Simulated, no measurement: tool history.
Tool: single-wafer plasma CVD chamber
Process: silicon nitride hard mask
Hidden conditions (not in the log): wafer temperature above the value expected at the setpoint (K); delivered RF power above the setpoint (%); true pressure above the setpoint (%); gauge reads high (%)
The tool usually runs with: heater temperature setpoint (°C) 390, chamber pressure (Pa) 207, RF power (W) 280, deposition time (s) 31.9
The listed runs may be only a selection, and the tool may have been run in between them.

run    hour  heater temperature setpoint (°C)  chamber pressure (Pa)  RF power (W)  deposition time (s)  wafers since the last listed run  hours since the last thermocouple change  hours since the last RF generator calibration  hours since the last manometer calibration  hours since the showerhead was replaced  hours since the gauge calibration  read-back reference wafer on the same gauge, thickness_nm  mean film thickness on the monitor wafer (nm)
  1     0.0                               390                    207           280                 31.9                                 0                                     930.4                                         1249.8                                      1648.0                                   2279.7                              579.8                                                     30.388                                         33.785
  2    24.5                               390                    207           280                 31.9                               515                                     954.9                                         1274.3                                      1672.5                                   2304.2                              604.3                                                     30.456                                         33.726
  3    58.9                               390                    173           280                 31.9                               723                                     989.3                                         1308.7                                      1706.9                                   2338.6                              638.7                                                     30.381                                         31.328
      101.2  -- thermocouple changed; heater temperature recalibrated
  4   111.3                               390                    207           280                 31.9                               934                                      10.1                                         1361.1                                      1759.3                                   2391.0                              691.1                                                     30.412                                         33.732
  5   173.0                               390                    167           280                 31.9                              1298                                      71.8                                         1422.8                                      1821.0                                   2452.7                              752.8                                                     30.448                                         30.821
  6   223.1                               390                    207           280                 31.9                              1054                                     121.9                                         1472.9                                      1871.1                                   2502.8                              802.9                                                     30.428                                         33.716
      229.8  -- gauge calibrated
  7   261.7                               390                    180           310                 31.9                               812                                     160.5                                         1511.5                                      1909.7                                   2541.4                               31.9                                                     30.395                                         33.965
  8   297.2                               390                    180           310                 31.9                               746                                     196.0                                         1547.0                                      1945.2                                   2576.9                               67.4                                                     30.410                                         33.746
  9   337.4                               390                    207           280                 31.9                               845                                     236.2                                         1587.2                                      1985.4                                   2617.1                              107.6                                                     30.408                                         33.589
 10   508.0                               390                    207           280                 31.9                              3589                                     406.8                                         1757.8                                      2156.0                                   2787.7                              278.2                                                     30.449                                         33.496
 11   573.4                               390                    237           280                 31.9                              1376                                     472.2                                         1823.2                                      2221.4                                   2853.1                              343.6                                                     30.398                                         35.318
 12   604.1                               390                    237           280                 31.9                               645                                     502.9                                         1853.9                                      2252.1                                   2883.8                              374.3                                                     30.386                                         35.338
 13   675.7                               390                    237           280                 31.9                              1506                                     574.5                                         1925.5                                      2323.7                                   2955.4                              445.9                                                     30.426                                         35.475
 14   716.6                               390                    241           280                 36.5                               860                                     615.4                                         1966.4                                      2364.6                                   2996.3                              486.8                                                     30.363                                         40.682
      783.2  -- capacitance manometer re-zeroed and calibrated
 15   783.7                               401                    207           315                 31.9                              1243                                     682.5                                         2033.5                                         0.5                                   3063.4                              553.9                                                     30.305                                         35.688
 16   827.8                               390                    253           280                 25.9                               927                                     726.6                                         2077.6                                        44.6                                   3107.5                              598.0                                                     30.342                                         29.447
 17   855.8                               402                    257           280                 26.7                               589                                     754.6                                         2105.6                                        72.6                                   3135.5                              626.0                                                     30.403                                         30.372
 18   913.3                               397                    160           325                 31.9                              1209                                     812.1                                         2163.1                                       130.1                                   3193.0                              683.5                                                     30.404                                         33.083
 19   938.7                               390                    207           305                 33.9                               534                                     837.5                                         2188.5                                       155.5                                   3218.4                              708.9                                                     30.424                                         37.974
      975.3  -- RF generator calibrated
 20  1006.1                               390                    248           280                 31.9                              1249                                     904.9                                           30.8                                       222.9                                   3285.8                              776.3                                                     30.376                                         35.724
     1132.8  -- thermocouple changed; heater temperature recalibrated
 21  1174.7                               390                    207           300                 37.1                              3379                                      41.9                                          199.4                                       391.5                                   3454.4                              944.9                                                     30.402                                         40.732
 22  1210.0                               390                    207           280                 31.9                               742                                      77.2                                          234.7                                       426.8                                   3489.7                              980.2                                                     30.391                                         33.692
     1217.9  -- gauge calibrated
     1225.5  -- showerhead replaced
 23  1277.0                               390                    207           280                 31.9                              1241                                     144.2                                          301.7                                       493.8                                     51.5                               59.1                                                     30.489                                         33.739
 24  1315.8                               390                    207           280                 31.9                               816                                     183.0                                          340.5                                       532.6                                     90.3                               97.9                                                     30.403                                         33.696
 25  1346.5                               390                    207           280                 31.9                               645                                     213.7                                          371.2                                       563.3                                    121.0                              128.6                                                     30.405                                         33.800
 26  1386.9                               390                    207           280                 31.9                               850                                     254.1                                          411.6                                       603.7                                    161.4                              169.0                                                     30.328                                         33.705
 27  1439.6                               390                    183           280                 31.9                              1108                                     306.8                                          464.3                                       656.4                                    214.1                              221.7                                                     30.396                                         32.155
 28  1501.5                               390                    207           280                 31.9                              1302                                     368.7                                          526.2                                       718.3                                    276.0                              283.6                                                     30.467                                         33.905
 29  1568.6                               380                    240           305                 33.6                              1411                                     435.8                                          593.3                                       785.4                                    343.1                              350.7                                                     30.392                                         39.558

What if the next run were any one of these 3? Each begins from the tool's condition after run 29:
  A  1569.0                               390                    207           280                 31.9                                 8                                     436.2                                          593.7                                       785.8                                    343.5                              351.1                                                          ?                                              ?
  B  1569.0                               397                    225           280                 29.3                                 8                                     436.2                                          593.7                                       785.8                                    343.5                              351.1                                                          ?                                              ?
  C  1569.0                               390                    233           280                 31.9                                 8                                     436.2                                          593.7                                       785.8                                    343.5                              351.1                                                          ?                                              ?

run  read-back reference wafer on the same gauge, thickness_nm  mean film thickness on the monitor wafer (nm)
  A                                                     30.460                                         33.730
  B                                                     30.460                                         31.899
  C                                                     30.460                                         35.244
The same runs, with their run-to-run variation unchanged, on a tool lacking any hidden condition would have given:
run  mean film thickness on the monitor wafer (nm)
  A                                         33.730
  B                                         31.899
  C                                         35.244
